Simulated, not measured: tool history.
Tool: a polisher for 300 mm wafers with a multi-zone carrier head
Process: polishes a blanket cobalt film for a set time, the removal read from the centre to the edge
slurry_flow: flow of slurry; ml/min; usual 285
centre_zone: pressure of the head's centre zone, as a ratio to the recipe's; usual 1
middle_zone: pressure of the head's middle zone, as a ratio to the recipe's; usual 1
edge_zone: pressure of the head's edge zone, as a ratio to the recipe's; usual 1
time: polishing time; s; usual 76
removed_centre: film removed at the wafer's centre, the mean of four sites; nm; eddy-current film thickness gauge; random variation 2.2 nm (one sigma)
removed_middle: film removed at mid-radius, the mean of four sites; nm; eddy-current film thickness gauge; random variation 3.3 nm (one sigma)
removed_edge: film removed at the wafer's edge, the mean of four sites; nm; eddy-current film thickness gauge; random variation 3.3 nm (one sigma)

run,hour,slurry_flow,centre_zone,middle_zone,edge_zone,time,wafers since the last listed run,wafers polished on this pad,hours since the slurry nozzle was cleaned,hours since the centre zone pressure was calibrated,hours since the edge zone pressure was calibrated,hours since the carrier head's membrane was replaced,"incoming thickness of the incoming film, nm",removed_centre,removed_middle,removed_edge
1,0,285,1,0.9,1,76,0,44,703.9,75.7,411.6,6.6,832.5,263.2,240,261.4
2,59.8,285,1,1,1,76,402,446,763.7,135.5,471.4,66.4,851.7,262.8,266.1,259.9
# hour 152.2: slurry nozzle cleaned
3,246.4,285,1,1,1,76,1249,1695,94.2,322.1,658,253,841,268.5,260.6,265.2
4,291.9,285,1,1,1,76,306,2001,139.7,367.6,703.5,298.5,847,265.6,259.1,260.8
5,342.9,285,1.07,1,1,102,343,2345,190.7,418.6,754.5,349.5,853,385.2,353.3,351.9
6,377.3,325,1,0.91,1,76,231,2576,225.1,453,788.9,383.9,851.1,268.8,244.3,261.7
7,427.8,285,1,1,1,76,339,2916,275.6,503.5,839.4,434.4,832.3,268.8,256.6,260.5
8,483.7,215,1,1,1,51,376,3292,331.5,559.4,895.3,490.3,845,171.2,167.5,172.1
9,512.9,320,1.07,1,1.11,50,196,3489,360.7,588.6,924.5,519.5,862.8,193.8,173.3,179.1
10,563.3,250,1.12,1,1,98,339,3828,411.1,639,974.9,569.9,832.5,382.7,321.1,327.7
# hour 587.8: worn pad replaced by a new one
11,628,285,1,1,1,76,408,270,475.8,703.7,1039.6,634.6,846.8,274.2,258.8,262.1
# hour 666.5: centre zone pressure recalibrated
# hour 701.7: carrier head's membrane replaced by a new one
12,717.6,370,1,1,1.05,96,555,826,565.4,51.1,1129.2,15.9,835.7,338.9,340.3,344.1
13,783.6,285,0.94,1,1,76,444,1271,631.4,117.1,1195.2,81.9,847.7,248.4,264.2,253.4
# hour 794.3: edge zone pressure recalibrated
14,849.4,285,1.08,1.08,1.09,100,429,1700,697.2,182.9,55.1,147.7,848.9,376.2,364.9,352.1
15,900.2,285,0.91,1,0.9,97,341,2042,748,233.7,105.9,198.5,851.5,310.4,339.7,318
# hour 949.6: slurry nozzle cleaned
16,961.3,350,1.1,1,0.97,76,404,2446,11.7,294.8,167,259.6,845.7,299.9,268.7,257.4
17,991.6,285,1.06,0.95,1,76,203,2650,42,325.1,197.3,289.9,855.7,282.5,251.3,254.6
18,1032,285,1.11,1,0.92,92,271,2922,82.4,365.5,237.7,330.3,849.7,362.4,314.2,301.8
# hour 1132.8: worn pad replaced by a new one
19,1247.6,285,1,1,1.09,76,1424,772,298,581.1,453.3,545.9,841.8,271,257.1,271
20,1300.9,285,0.9,0.88,1.08,89,358,1131,351.3,634.4,506.6,599.2,837.6,288.2,277,326.3
21,1365.5,285,1,1,1,76,434,1566,415.9,699,571.2,663.8,850.4,270.9,257.6,262.5
22,1414.8,285,1,1,1.1,76,331,1898,465.2,748.3,620.5,713.1,861.6,271.7,260.6,268.8
# hour 1449.8: centre zone pressure recalibrated
23,1462.9,285,0.95,0.92,1.03,68,310,2208,513.3,13.1,668.6,761.2,858.3,227,219.7,236.8

Forecast each of these 3 alternatives for the next run:
A,1463.4,285,1,1,1,76,3,2211,513.8,13.6,669.1,761.7,855.5,?,?,?
B,1463.4,285,1.04,1.07,1,93,3,2211,513.8,13.6,669.1,761.7,855.5,?,?,?
C,1463.4,320,1,1,1,49,3,2211,513.8,13.6,669.1,761.7,855.5,?,?,?

run,removed_centre,removed_middle,removed_edge
A,261.4,259.2,259.3
B,332.2,333.7,317.1
C,170.7,169,168.7
Without the tool's hidden state the same runs would have given:
run,removed_centre,removed_middle,removed_edge
A,261.7,259.2,259.3
B,332.6,333.7,317.1
C,170.9,169,168.7
